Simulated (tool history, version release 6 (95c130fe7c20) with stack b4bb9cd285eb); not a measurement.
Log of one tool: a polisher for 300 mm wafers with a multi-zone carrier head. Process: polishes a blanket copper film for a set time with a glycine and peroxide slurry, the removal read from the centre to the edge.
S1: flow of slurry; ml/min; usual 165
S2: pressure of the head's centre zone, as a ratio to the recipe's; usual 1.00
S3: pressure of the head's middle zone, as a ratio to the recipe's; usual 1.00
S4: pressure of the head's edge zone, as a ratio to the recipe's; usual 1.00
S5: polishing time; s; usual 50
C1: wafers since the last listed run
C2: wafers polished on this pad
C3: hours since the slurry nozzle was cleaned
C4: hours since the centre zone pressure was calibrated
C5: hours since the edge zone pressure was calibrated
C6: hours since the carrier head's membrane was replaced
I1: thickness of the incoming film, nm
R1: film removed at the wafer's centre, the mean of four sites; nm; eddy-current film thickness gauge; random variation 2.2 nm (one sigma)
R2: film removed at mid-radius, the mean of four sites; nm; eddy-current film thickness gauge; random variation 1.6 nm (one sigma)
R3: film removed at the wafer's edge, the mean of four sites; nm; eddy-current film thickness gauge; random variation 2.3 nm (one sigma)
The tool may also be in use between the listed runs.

{"run": 1, "hour": 0.0, "S1": 165, "S2": 1.0, "S3": 1.0, "S4": 1.0, "S5": 50, "C1": 0, "C2": 242, "C3": 96.6, "C4": 770.5, "C5": 495.0, "C6": 183.5, "I1": 1180.4, "R1": 157.0, "R2": 165.7, "R3": 157.3}
{"run": 2, "hour": 39.3, "S1": 205, "S2": 1.0, "S3": 1.08, "S4": 1.0, "S5": 50, "C1": 338, "C2": 580, "C3": 135.9, "C4": 809.8, "C5": 534.3, "C6": 222.8, "I1": 1190.9, "R1": 160.5, "R2": 180.0, "R3": 166.4}
{"run": 3, "hour": 68.5, "S1": 165, "S2": 1.0, "S3": 1.0, "S4": 1.09, "S5": 50, "C1": 251, "C2": 831, "C3": 165.1, "C4": 839.0, "C5": 563.5, "C6": 252.0, "I1": 1159.7, "R1": 158.0, "R2": 160.5, "R3": 165.3}
{"run": 4, "hour": 122.5, "S1": 165, "S2": 1.0, "S3": 1.0, "S4": 1.09, "S5": 50, "C1": 465, "C2": 1296, "C3": 219.1, "C4": 893.0, "C5": 617.5, "C6": 306.0, "I1": 1171.9, "R1": 161.0, "R2": 163.5, "R3": 166.8}
{"hour": 130.6, "done": "worn pad replaced by a new one"}
{"run": 5, "hour": 172.9, "S1": 165, "S2": 1.0, "S3": 1.0, "S4": 1.09, "S5": 50, "C1": 399, "C2": 363, "C3": 269.5, "C4": 943.4, "C5": 667.9, "C6": 356.4, "I1": 1186.4, "R1": 159.1, "R2": 162.8, "R3": 167.0}
{"run": 6, "hour": 218.0, "S1": 165, "S2": 1.0, "S3": 1.0, "S4": 1.0, "S5": 50, "C1": 388, "C2": 752, "C3": 314.6, "C4": 988.5, "C5": 713.0, "C6": 401.5, "I1": 1172.5, "R1": 157.6, "R2": 164.8, "R3": 159.3}
{"run": 7, "hour": 262.2, "S1": 165, "S2": 1.0, "S3": 1.0, "S4": 1.0, "S5": 50, "C1": 380, "C2": 1132, "C3": 358.8, "C4": 1032.7, "C5": 757.2, "C6": 445.7, "I1": 1172.3, "R1": 154.7, "R2": 161.7, "R3": 156.2}
{"hour": 299.3, "done": "edge zone pressure recalibrated"}
{"hour": 304.2, "done": "worn pad replaced by a new one"}
{"run": 8, "hour": 329.1, "S1": 165, "S2": 1.0, "S3": 1.0, "S4": 1.0, "S5": 50, "C1": 524, "C2": 214, "C3": 425.7, "C4": 1099.6, "C5": 29.8, "C6": 512.6, "I1": 1186.1, "R1": 155.8, "R2": 163.5, "R3": 160.3}
{"run": 9, "hour": 375.3, "S1": 165, "S2": 1.0, "S3": 1.0, "S4": 1.0, "S5": 50, "C1": 397, "C2": 612, "C3": 471.9, "C4": 1145.8, "C5": 76.0, "C6": 558.8, "I1": 1161.6, "R1": 158.1, "R2": 163.9, "R3": 160.5}
{"hour": 382.4, "done": "carrier head's membrane replaced by a new one"}
{"run": 10, "hour": 436.6, "S1": 165, "S2": 1.06, "S3": 1.0, "S4": 1.11, "S5": 50, "C1": 484, "C2": 1097, "C3": 533.2, "C4": 1207.1, "C5": 137.3, "C6": 54.2, "I1": 1174.7, "R1": 169.3, "R2": 165.3, "R3": 168.5}
{"hour": 456.7, "done": "worn pad replaced by a new one"}
{"run": 11, "hour": 468.8, "S1": 165, "S2": 1.0, "S3": 1.0, "S4": 1.04, "S5": 50, "C1": 242, "C2": 103, "C3": 565.4, "C4": 1239.3, "C5": 169.5, "C6": 86.4, "I1": 1185.9, "R1": 154.7, "R2": 164.8, "R3": 164.8}
{"hour": 477.6, "done": "centre zone pressure recalibrated"}
{"hour": 485.8, "done": "slurry nozzle cleaned"}
{"run": 12, "hour": 524.5, "S1": 165, "S2": 1.12, "S3": 0.92, "S4": 1.0, "S5": 36, "C1": 453, "C2": 557, "C3": 38.7, "C4": 46.9, "C5": 225.2, "C6": 142.1, "I1": 1168.7, "R1": 128.4, "R2": 109.4, "R3": 117.0}
{"run": 13, "hour": 576.3, "S1": 165, "S2": 1.0, "S3": 1.0, "S4": 1.0, "S5": 50, "C1": 446, "C2": 1003, "C3": 90.5, "C4": 98.7, "C5": 277.0, "C6": 193.9, "I1": 1158.6, "R1": 160.0, "R2": 164.1, "R3": 161.2}
{"run": 14, "hour": 616.2, "S1": 165, "S2": 1.0, "S3": 1.07, "S4": 1.0, "S5": 50, "C1": 343, "C2": 1347, "C3": 130.4, "C4": 138.6, "C5": 316.9, "C6": 233.8, "I1": 1177.0, "R1": 159.1, "R2": 171.2, "R3": 162.2}
{"hour": 640.1, "done": "worn pad replaced by a new one"}
{"run": 15, "hour": 674.7, "S1": 165, "S2": 1.0, "S3": 1.07, "S4": 1.0, "S5": 50, "C1": 469, "C2": 298, "C3": 188.9, "C4": 197.1, "C5": 375.4, "C6": 292.3, "I1": 1181.1, "R1": 155.8, "R2": 173.5, "R3": 160.6}
{"run": 16, "hour": 715.3, "S1": 165, "S2": 1.0, "S3": 1.0, "S4": 1.04, "S5": 50, "C1": 349, "C2": 647, "C3": 229.5, "C4": 237.7, "C5": 416.0, "C6": 332.9, "I1": 1191.5, "R1": 157.1, "R2": 164.9, "R3": 164.7}
{"run": 17, "hour": 773.0, "S1": 165, "S2": 1.08, "S3": 1.11, "S4": 1.0, "S5": 34, "C1": 496, "C2": 1144, "C3": 287.2, "C4": 295.4, "C5": 473.7, "C6": 390.6, "I1": 1191.9, "R1": 118.6, "R2": 123.8, "R3": 112.4}
{"hour": 826.2, "done": "worn pad replaced by a new one"}
{"run": 18, "hour": 835.5, "S1": 165, "S2": 1.1, "S3": 0.92, "S4": 1.11, "S5": 57, "C1": 503, "C2": 80, "C3": 349.7, "C4": 357.9, "C5": 536.2, "C6": 453.1, "I1": 1156.8, "R1": 199.2, "R2": 174.4, "R3": 196.7}
{"run": 19, "hour": 870.4, "S1": 165, "S2": 1.0, "S3": 1.1, "S4": 1.0, "S5": 50, "C1": 300, "C2": 380, "C3": 384.6, "C4": 392.8, "C5": 571.1, "C6": 488.0, "I1": 1179.6, "R1": 154.5, "R2": 176.2, "R3": 160.8}

3 ways to go on from here, each from the tool as it stands after run 19. What would each give?
{"run": "A", "hour": 870.8, "S1": 165, "S2": 1.0, "S3": 1.0, "S4": 1.11, "S5": 50, "C1": 3, "C2": 384, "C3": 385.0, "C4": 393.2, "C5": 571.5, "C6": 488.4, "I1": 1170.0, "R1": "?", "R2": "?", "R3": "?"}
{"run": "B", "hour": 870.8, "S1": 165, "S2": 1.0, "S3": 1.07, "S4": 1.0, "S5": 61, "C1": 3, "C2": 384, "C3": 385.0, "C4": 393.2, "C5": 571.5, "C6": 488.4, "I1": 1170.0, "R1": "?", "R2": "?", "R3": "?"}
{"run": "C", "hour": 870.8, "S1": 165, "S2": 0.97, "S3": 0.94, "S4": 1.0, "S5": 50, "C1": 3, "C2": 384, "C3": 385.0, "C4": 393.2, "C5": 571.5, "C6": 488.4, "I1": 1170.0, "R1": "?", "R2": "?", "R3": "?"}

run=A R1=158.9 R2=163.2 R3=167.2
run=B R1=193.9 R2=210.9 R3=195.7
run=C R1=154.0 R2=155.0 R3=160.7
Without the tool's hidden state the same runs would have given:
run=A R1=158.9 R2=163.2 R3=167.2
run=B R1=193.9 R2=210.9 R3=195.7
run=C R1=154.0 R2=155.0 R3=160.7
